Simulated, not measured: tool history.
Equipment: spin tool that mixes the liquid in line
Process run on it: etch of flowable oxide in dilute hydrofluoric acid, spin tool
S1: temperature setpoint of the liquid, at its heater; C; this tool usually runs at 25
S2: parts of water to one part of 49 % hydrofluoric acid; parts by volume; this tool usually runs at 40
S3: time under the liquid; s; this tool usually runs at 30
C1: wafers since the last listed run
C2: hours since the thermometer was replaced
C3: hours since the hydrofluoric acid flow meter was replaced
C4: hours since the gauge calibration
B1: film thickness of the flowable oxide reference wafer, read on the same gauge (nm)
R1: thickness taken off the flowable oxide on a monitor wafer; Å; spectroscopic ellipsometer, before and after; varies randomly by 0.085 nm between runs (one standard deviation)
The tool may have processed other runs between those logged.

run,hour,S1,S2,S3,C1,C2,C3,C4,B1,R1
1,0,25,40,40,0,1365.2,1817.3,407.6,89.99,236.2
2,27.5,25,40,30,389,1392.7,1844.8,435.1,90,176.3
3,46,27,40,15,262,1411.2,1863.3,453.6,89.99,95.7
4,117.6,27,40,15,1015,1482.8,1934.9,525.2,89.99,95.4
5,150.1,25,40,30,460,1515.3,1967.4,557.7,90,176.8
6,166.4,25,40,30,231,1531.6,1983.7,574,90.01,176.9
7,191.8,25,40,30,360,1557,2009.1,599.4,90.01,174.4
# hour 196.8: gauge calibrated
8,206.1,25,40,30,202,1571.3,2023.4,9.3,90,176.7
9,234,25,55,30,395,1599.2,2051.3,37.2,89.99,125.9
10,248.9,25,55,30,211,1614.1,2066.2,52.1,90.01,125.3
11,290.8,25,55,30,594,1656,2108.1,94,89.99,126
# hour 295.8: hydrofluoric acid flow meter replaced
12,320.9,25,50,30,412,1686.1,25.1,124.1,89.99,138.6
13,340.2,27.5,55,30,273,1705.4,44.4,143.4,89.98,137.9
14,368.2,22.5,55,40,397,1733.4,72.4,171.4,90.03,152
15,381.2,25,40,15,184,1746.4,85.4,184.4,90.02,88.4
16,412.1,25,40,30,438,1777.3,116.3,215.3,90.02,176.5
17,437.9,25,40,30,365,1803.1,142.1,241.1,89.99,177.2
18,469.7,25,45,30,450,1834.9,173.9,272.9,90.03,157.4
19,487.2,25,40,30,248,1852.4,191.4,290.4,90.02,178.2
20,501.5,25,40,30,202,1866.7,205.7,304.7,90,176.3
21,530,23,30,30,404,1895.2,234.2,333.2,89.99,219
22,558.4,21.5,20,50,402,1923.6,262.6,361.6,89.99,520.6
23,578.2,25,35,30,280,1943.4,282.4,381.4,89.99,204.6
24,603.8,27,45,35,363,1969,308,407,89.99,196
# hour 606: thermometer replaced
25,619.7,25,40,30,211,13.7,323.9,422.9,89.98,176.5
26,637.9,25,40,30,258,31.9,342.1,441.1,90.02,177
27,650.6,28,40,45,180,44.6,354.8,453.8,89.99,300.3
28,681.8,25,40,30,442,75.8,386,485,89.99,176.4
29,699.7,25,30,15,253,93.7,403.9,502.9,90,119.3
30,775.2,25,40,30,1070,169.2,479.4,578.4,89.99,176.5
# hour 789.6: gauge calibrated
31,801.7,27.5,25,30,375,195.7,505.9,12.1,90.01,323.6
32,820.5,28,40,15,266,214.5,524.7,30.9,89.97,100.7
33,840.3,25,25,30,280,234.3,544.5,50.7,90.01,286.9
34,856,23,50,45,222,250,560.2,66.4,90,192.2

For each entry between runs, how does the tool's hidden state at the last listed run before it compare with that at the first listed run after it?
In the gap between runs 7 and 8: gauge calibrated (hour 196.8)
  no difference in the tool's unlogged condition between these two runs
In the gap between runs 11 and 12: hydrofluoric acid flow meter replaced (hour 295.8)
  no difference in the tool's unlogged condition between these two runs
In the gap between runs 24 and 25: thermometer replaced (hour 606)
  no difference in the tool's unlogged condition between these two runs
In the gap between runs 30 and 31: gauge calibrated (hour 789.6)
  no difference in the tool's unlogged condition between these two runs
